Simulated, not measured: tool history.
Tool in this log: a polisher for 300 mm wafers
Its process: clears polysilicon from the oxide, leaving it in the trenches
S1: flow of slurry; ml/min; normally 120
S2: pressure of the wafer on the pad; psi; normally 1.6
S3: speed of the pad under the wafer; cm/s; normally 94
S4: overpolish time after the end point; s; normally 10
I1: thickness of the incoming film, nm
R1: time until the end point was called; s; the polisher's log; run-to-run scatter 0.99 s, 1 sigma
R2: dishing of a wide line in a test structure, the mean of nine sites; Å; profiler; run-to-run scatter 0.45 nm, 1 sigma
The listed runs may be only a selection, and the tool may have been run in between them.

run	hour	S1	S2	S3	S4	I1	R1	R2
1	0.0	120	1.6	94	8	554.2	65.5	293
2	49.1	120	1.6	94	8	553.4	65.6	296
# hour 75.4: slurry nozzle cleaned
3	87.6	120	1.6	94	8	550.1	55.2	309
4	148.8	120	1.6	94	10	549.7	56.9	331
5	196.9	120	1.6	94	10	556.5	57.9	332
6	284.0	120	1.6	94	10	554.3	59.6	323
7	381.1	120	1.6	94	10	545.6	59.9	325
# hour 388.2: head pressure recalibrated
# hour 401.3: worn pad replaced by a new one
8	457.3	120	1.6	94	10	565.5	64.9	328
9	516.4	120	1.6	94	10	562.5	67.2	328
10	605.8	120	1.6	94	10	555.3	63.9	318
11	651.1	120	1.6	94	10	553.4	64.0	315
12	742.6	120	1.6	94	10	559.5	66.1	321
13	830.5	120	1.6	94	10	560.6	68.6	316
# hour 850.7: slurry nozzle cleaned
# hour 885.4: worn pad replaced by a new one
14	885.9	120	1.6	94	10	553.0	56.4	335
15	987.1	120	1.6	94	10	550.6	56.5	329
16	1064.0	120	1.4	94	10	555.1	68.9	315
17	1116.8	120	1.4	94	10	554.3	68.0	323

Run 18 comes next. What will it give?
# hour 1157.4: head pressure recalibrated
18	1193.3	120	1.6	124	10	551.0	?	?

{"run 18": {"R1": 47.8, "R2": 336}}
If the tool had no hidden condition, the same run with the same run-to-run variation would have returned R1 42.6 s, R2 342 Å.
